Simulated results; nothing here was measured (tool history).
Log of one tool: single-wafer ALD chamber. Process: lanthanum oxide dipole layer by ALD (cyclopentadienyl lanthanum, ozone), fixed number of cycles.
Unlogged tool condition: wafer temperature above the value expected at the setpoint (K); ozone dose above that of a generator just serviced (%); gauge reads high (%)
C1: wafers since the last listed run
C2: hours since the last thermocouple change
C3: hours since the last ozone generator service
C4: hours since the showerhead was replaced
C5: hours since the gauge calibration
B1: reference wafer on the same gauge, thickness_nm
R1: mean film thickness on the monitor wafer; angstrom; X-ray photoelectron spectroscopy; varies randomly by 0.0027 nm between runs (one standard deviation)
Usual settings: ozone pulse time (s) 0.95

{"run": 1, "day": 0.0, "ozone pulse time (s)": 0.95, "C1": 0, "C2": 867.2, "C3": 1335.2, "C4": 7263.7, "C5": 601, "B1": 0.388, "R1": 4.4}
{"run": 2, "day": 1.458, "ozone pulse time (s)": 0.95, "C1": 558, "C2": 902.2, "C3": 1370.2, "C4": 7298.7, "C5": 636, "B1": 0.387, "R1": 4.42}
{"run": 3, "day": 2.629, "ozone pulse time (s)": 0.77, "C1": 448, "C2": 930.3, "C3": 1398.3, "C4": 7326.8, "C5": 664.1, "B1": 0.388, "R1": 3.6}
{"run": 4, "day": 3.717, "ozone pulse time (s)": 0.95, "C1": 416, "C2": 956.4, "C3": 1424.4, "C4": 7352.9, "C5": 690.2, "B1": 0.387, "R1": 4.39}
{"run": 5, "day": 4.529, "ozone pulse time (s)": 0.83, "C1": 310, "C2": 975.9, "C3": 1443.9, "C4": 7372.4, "C5": 709.7, "B1": 0.387, "R1": 3.91}
{"run": 6, "day": 5.554, "ozone pulse time (s)": 0.85, "C1": 392, "C2": 1000.5, "C3": 1468.5, "C4": 7397, "C5": 734.3, "B1": 0.387, "R1": 3.95}
{"run": 7, "day": 6.612, "ozone pulse time (s)": 0.85, "C1": 405, "C2": 1025.9, "C3": 1493.9, "C4": 7422.4, "C5": 759.7, "B1": 0.387, "R1": 3.96}
{"run": 8, "day": 7.279, "ozone pulse time (s)": 0.85, "C1": 255, "C2": 1041.9, "C3": 1509.9, "C4": 7438.4, "C5": 775.7, "B1": 0.387, "R1": 3.95}
{"run": 9, "day": 7.979, "ozone pulse time (s)": 0.95, "C1": 267, "C2": 1058.7, "C3": 1526.7, "C4": 7455.2, "C5": 792.5, "B1": 0.387, "R1": 4.34}
{"run": 10, "day": 8.654, "ozone pulse time (s)": 0.69, "C1": 258, "C2": 1074.9, "C3": 1542.9, "C4": 7471.4, "C5": 808.7, "B1": 0.387, "R1": 3.05}
{"run": 11, "day": 9.45, "ozone pulse time (s)": 1.24, "C1": 304, "C2": 1094, "C3": 1562, "C4": 7490.5, "C5": 827.8, "B1": 0.387, "R1": 4.98}
{"run": 12, "day": 10.108, "ozone pulse time (s)": 1.24, "C1": 251, "C2": 1109.8, "C3": 1577.8, "C4": 7506.3, "C5": 843.6, "B1": 0.387, "R1": 5.04}
{"run": 13, "day": 11.471, "ozone pulse time (s)": 1.24, "C1": 521, "C2": 1142.5, "C3": 1610.5, "C4": 7539, "C5": 876.3, "B1": 0.387, "R1": 5.01}
{"day": 12.167, "done": "showerhead replaced"}
{"run": 14, "day": 12.625, "ozone pulse time (s)": 0.68, "C1": 314, "C2": 1170.2, "C3": 1638.2, "C4": 11, "C5": 904, "B1": 0.386, "R1": 2.9}
{"run": 15, "day": 13.4, "ozone pulse time (s)": 0.95, "C1": 296, "C2": 1188.8, "C3": 1656.8, "C4": 29.6, "C5": 922.6, "B1": 0.387, "R1": 4.26}
{"run": 16, "day": 14.621, "ozone pulse time (s)": 0.79, "C1": 467, "C2": 1218.1, "C3": 1686.1, "C4": 58.9, "C5": 951.9, "B1": 0.387, "R1": 3.53}
{"run": 17, "day": 15.854, "ozone pulse time (s)": 0.95, "C1": 471, "C2": 1247.7, "C3": 1715.7, "C4": 88.5, "C5": 981.5, "B1": 0.387, "R1": 4.15}
{"day": 16.188, "done": "gauge calibrated"}
{"run": 18, "day": 16.85, "ozone pulse time (s)": 0.61, "C1": 381, "C2": 1271.6, "C3": 1739.6, "C4": 112.4, "C5": 15.9, "B1": 0.387, "R1": 2.3}
{"run": 19, "day": 18.262, "ozone pulse time (s)": 1.25, "C1": 540, "C2": 1305.5, "C3": 1773.5, "C4": 146.3, "C5": 49.8, "B1": 0.387, "R1": 4.87}
{"run": 20, "day": 19.529, "ozone pulse time (s)": 1.31, "C1": 484, "C2": 1335.9, "C3": 1803.9, "C4": 176.7, "C5": 80.2, "B1": 0.388, "R1": 4.97}
{"day": 20.042, "done": "thermocouple changed; heater temperature recalibrated"}
{"run": 21, "day": 20.225, "ozone pulse time (s)": 1.07, "C1": 138, "C2": 4.4, "C3": 1820.6, "C4": 193.4, "C5": 96.9, "B1": 0.387, "R1": 4.45}
{"day": 20.65, "done": "ozone generator serviced"}
{"run": 22, "day": 21.488, "ozone pulse time (s)": 0.95, "C1": 355, "C2": 34.7, "C3": 20.1, "C4": 223.7, "C5": 127.2, "B1": 0.387, "R1": 4.78}
{"run": 23, "day": 22.146, "ozone pulse time (s)": 1.3, "C1": 251, "C2": 50.5, "C3": 35.9, "C4": 239.5, "C5": 143, "B1": 0.387, "R1": 5.36}
{"run": 24, "day": 23.458, "ozone pulse time (s)": 0.95, "C1": 502, "C2": 82, "C3": 67.4, "C4": 271, "C5": 174.5, "B1": 0.387, "R1": 4.83}
{"run": 25, "day": 24.267, "ozone pulse time (s)": 1.17, "C1": 309, "C2": 101.4, "C3": 86.8, "C4": 290.4, "C5": 193.9, "B1": 0.387, "R1": 5.24}
{"run": 26, "day": 24.871, "ozone pulse time (s)": 1.28, "C1": 231, "C2": 115.9, "C3": 101.3, "C4": 304.9, "C5": 208.4, "B1": 0.387, "R1": 5.46}
{"run": 27, "day": 25.375, "ozone pulse time (s)": 0.63, "C1": 192, "C2": 128, "C3": 113.4, "C4": 317, "C5": 220.5, "B1": 0.386, "R1": 3.15}
{"run": 28, "day": 26.071, "ozone pulse time (s)": 0.62, "C1": 266, "C2": 144.7, "C3": 130.1, "C4": 333.7, "C5": 237.2, "B1": 0.386, "R1": 3.02}
{"run": 29, "day": 26.667, "ozone pulse time (s)": 0.95, "C1": 228, "C2": 159, "C3": 144.4, "C4": 348, "C5": 251.5, "B1": 0.387, "R1": 4.83}
{"run": 30, "day": 27.642, "ozone pulse time (s)": 0.74, "C1": 373, "C2": 182.4, "C3": 167.8, "C4": 371.4, "C5": 274.9, "B1": 0.387, "R1": 3.9}
{"run": 31, "day": 28.508, "ozone pulse time (s)": 1.05, "C1": 331, "C2": 203.2, "C3": 188.6, "C4": 392.2, "C5": 295.7, "B1": 0.387, "R1": 5}
{"run": 32, "day": 29.108, "ozone pulse time (s)": 0.95, "C1": 229, "C2": 217.6, "C3": 203, "C4": 406.6, "C5": 310.1, "B1": 0.387, "R1": 4.76}
{"run": 33, "day": 30.033, "ozone pulse time (s)": 0.73, "C1": 353, "C2": 239.8, "C3": 225.2, "C4": 428.8, "C5": 332.3, "B1": 0.387, "R1": 3.84}
{"run": 34, "day": 30.633, "ozone pulse time (s)": 0.95, "C1": 229, "C2": 254.2, "C3": 239.6, "C4": 443.2, "C5": 346.7, "B1": 0.387, "R1": 4.83}

4 options for the next run, each taken on its own from the tool as it stands now. Forecast them:
{"run": "A", "day": 30.65, "ozone pulse time (s)": 1.15, "C1": 6, "C2": 254.6, "C3": 240, "C4": 443.6, "C5": 347.1, "B1": "?", "R1": "?"}
{"run": "B", "day": 30.65, "ozone pulse time (s)": 1.1, "C1": 6, "C2": 254.6, "C3": 240, "C4": 443.6, "C5": 347.1, "B1": "?", "R1": "?"}
{"run": "C", "day": 30.65, "ozone pulse time (s)": 1.23, "C1": 6, "C2": 254.6, "C3": 240, "C4": 443.6, "C5": 347.1, "B1": "?", "R1": "?"}
{"run": "D", "day": 30.65, "ozone pulse time (s)": 0.59, "C1": 6, "C2": 254.6, "C3": 240, "C4": 443.6, "C5": 347.1, "B1": "?", "R1": "?"}

run=A B1=0.387 R1=5.24
run=B B1=0.387 R1=5.16
run=C B1=0.387 R1=5.35
run=D B1=0.387 R1=2.77
What these runs would have given with no unlogged condition in the tool:
run=A R1=5.26
run=B R1=5.18
run=C R1=5.36
run=D R1=2.8
